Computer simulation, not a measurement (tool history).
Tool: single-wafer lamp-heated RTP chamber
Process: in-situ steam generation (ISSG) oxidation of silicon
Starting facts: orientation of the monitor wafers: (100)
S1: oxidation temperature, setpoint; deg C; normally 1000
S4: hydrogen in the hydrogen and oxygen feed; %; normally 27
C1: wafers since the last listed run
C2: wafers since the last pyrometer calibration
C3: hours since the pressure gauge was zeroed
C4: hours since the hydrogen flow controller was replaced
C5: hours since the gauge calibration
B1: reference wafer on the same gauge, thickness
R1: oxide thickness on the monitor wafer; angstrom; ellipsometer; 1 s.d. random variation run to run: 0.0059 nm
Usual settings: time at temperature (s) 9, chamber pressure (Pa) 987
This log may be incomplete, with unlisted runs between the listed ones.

{"run": 1, "hour": 0.0, "S1": 1000, "time at temperature (s)": 9, "chamber pressure (Pa)": 987, "S4": 27, "C1": 0, "C2": 4313, "C3": 3054.0, "C4": 2426.5, "C5": 217.7, "B1": 4.229, "R1": 39.94}
{"run": 2, "hour": 35.0, "S1": 1000, "time at temperature (s)": 9, "chamber pressure (Pa)": 987, "S4": 27, "C1": 378, "C2": 4691, "C3": 3089.0, "C4": 2461.5, "C5": 252.7, "B1": 4.23, "R1": 39.95}
{"run": 3, "hour": 146.8, "S1": 1000, "time at temperature (s)": 9, "chamber pressure (Pa)": 987, "S4": 27, "C1": 1208, "C2": 5900, "C3": 3200.8, "C4": 2573.3, "C5": 364.5, "B1": 4.23, "R1": 40.25}
{"run": 4, "hour": 188.3, "S1": 1000, "time at temperature (s)": 9, "chamber pressure (Pa)": 987, "S4": 27, "C1": 448, "C2": 6349, "C3": 3242.3, "C4": 2614.8, "C5": 406.0, "B1": 4.23, "R1": 40.14}
{"run": 5, "hour": 250.7, "S1": 1000, "time at temperature (s)": 9, "chamber pressure (Pa)": 987, "S4": 27, "C1": 674, "C2": 7023, "C3": 3304.7, "C4": 2677.2, "C5": 468.4, "B1": 4.23, "R1": 40.26}
{"run": 6, "hour": 288.0, "S1": 1000, "time at temperature (s)": 6, "chamber pressure (Pa)": 987, "S4": 31, "C1": 403, "C2": 7427, "C3": 3342.0, "C4": 2714.5, "C5": 505.7, "B1": 4.23, "R1": 35.87}
{"hour": 299.2, "done": "pyrometer window cleaned and pyrometer calibrated"}
{"run": 7, "hour": 327.9, "S1": 1000, "time at temperature (s)": 6, "chamber pressure (Pa)": 987, "S4": 31, "C1": 344, "C2": 310, "C3": 3381.9, "C4": 2754.4, "C5": 545.6, "B1": 4.231, "R1": 35.34}
{"run": 8, "hour": 395.4, "S1": 1000, "time at temperature (s)": 6, "chamber pressure (Pa)": 987, "S4": 31, "C1": 729, "C2": 1040, "C3": 3449.4, "C4": 2821.9, "C5": 613.1, "B1": 4.228, "R1": 35.28}
{"run": 9, "hour": 436.6, "S1": 1000, "time at temperature (s)": 9, "chamber pressure (Pa)": 987, "S4": 27, "C1": 445, "C2": 1486, "C3": 3490.6, "C4": 2863.1, "C5": 654.3, "B1": 4.23, "R1": 39.77}
{"run": 10, "hour": 474.8, "S1": 1000, "time at temperature (s)": 9, "chamber pressure (Pa)": 1187, "S4": 19, "C1": 413, "C2": 1899, "C3": 3528.8, "C4": 2901.3, "C5": 692.5, "B1": 4.23, "R1": 35.95}
{"run": 11, "hour": 514.5, "S1": 1000, "time at temperature (s)": 10, "chamber pressure (Pa)": 987, "S4": 20, "C1": 429, "C2": 2328, "C3": 3568.5, "C4": 2941.0, "C5": 732.2, "B1": 4.232, "R1": 38.2}
{"hour": 539.0, "done": "pressure gauge zeroed"}
{"run": 12, "hour": 565.4, "S1": 1014, "time at temperature (s)": 12, "chamber pressure (Pa)": 920, "S4": 20, "C1": 463, "C2": 2792, "C3": 26.4, "C4": 2991.9, "C5": 783.1, "B1": 4.231, "R1": 43.35}
{"run": 13, "hour": 590.6, "S1": 1000, "time at temperature (s)": 9, "chamber pressure (Pa)": 987, "S4": 27, "C1": 272, "C2": 3064, "C3": 51.6, "C4": 3017.1, "C5": 808.3, "B1": 4.23, "R1": 39.88}
{"hour": 608.1, "done": "gauge calibrated"}
{"run": 14, "hour": 621.1, "S1": 1000, "time at temperature (s)": 9, "chamber pressure (Pa)": 987, "S4": 27, "C1": 329, "C2": 3394, "C3": 82.1, "C4": 3047.6, "C5": 13.0, "B1": 4.229, "R1": 39.78}
{"hour": 631.4, "done": "hydrogen flow controller replaced"}
{"run": 15, "hour": 678.4, "S1": 1000, "time at temperature (s)": 9, "chamber pressure (Pa)": 1120, "S4": 27, "C1": 533, "C2": 3927, "C3": 139.4, "C4": 47.0, "C5": 70.3, "B1": 4.231, "R1": 39.69}
{"run": 16, "hour": 739.5, "S1": 1000, "time at temperature (s)": 9, "chamber pressure (Pa)": 987, "S4": 32, "C1": 660, "C2": 4588, "C3": 200.5, "C4": 108.1, "C5": 131.4, "B1": 4.23, "R1": 42.11}
{"run": 17, "hour": 767.4, "S1": 1009, "time at temperature (s)": 9, "chamber pressure (Pa)": 920, "S4": 27, "C1": 301, "C2": 4890, "C3": 228.4, "C4": 136.0, "C5": 159.3, "B1": 4.231, "R1": 41.13}
{"run": 18, "hour": 796.0, "S1": 1000, "time at temperature (s)": 9, "chamber pressure (Pa)": 987, "S4": 27, "C1": 309, "C2": 5199, "C3": 257.0, "C4": 164.6, "C5": 187.9, "B1": 4.23, "R1": 40.12}

Give the tool's hidden conditions for every run:
true pressure minus gauge reading, Torr: 0 across all the runs
deviation of the hydrogen flow from its setpoint, %: 0 across all the runs
gauge reads high (%): 0 across all the runs
H1: true wafer temperature minus pyrometer reading, K
run=1 H1=1.95
run=2 H1=2.27
run=3 H1=3.5
run=4 H1=4.03
run=5 H1=4.89
run=6 H1=5.45
run=7 H1=0.426
run=8 H1=0.521
run=9 H1=0.629
run=10 H1=0.762
run=11 H1=0.936
run=12 H1=1.21
run=13 H1=1.37
run=14 H1=1.58
run=15 H1=2.03
run=16 H1=2.59
run=17 H1=2.87
run=18 H1=3.18
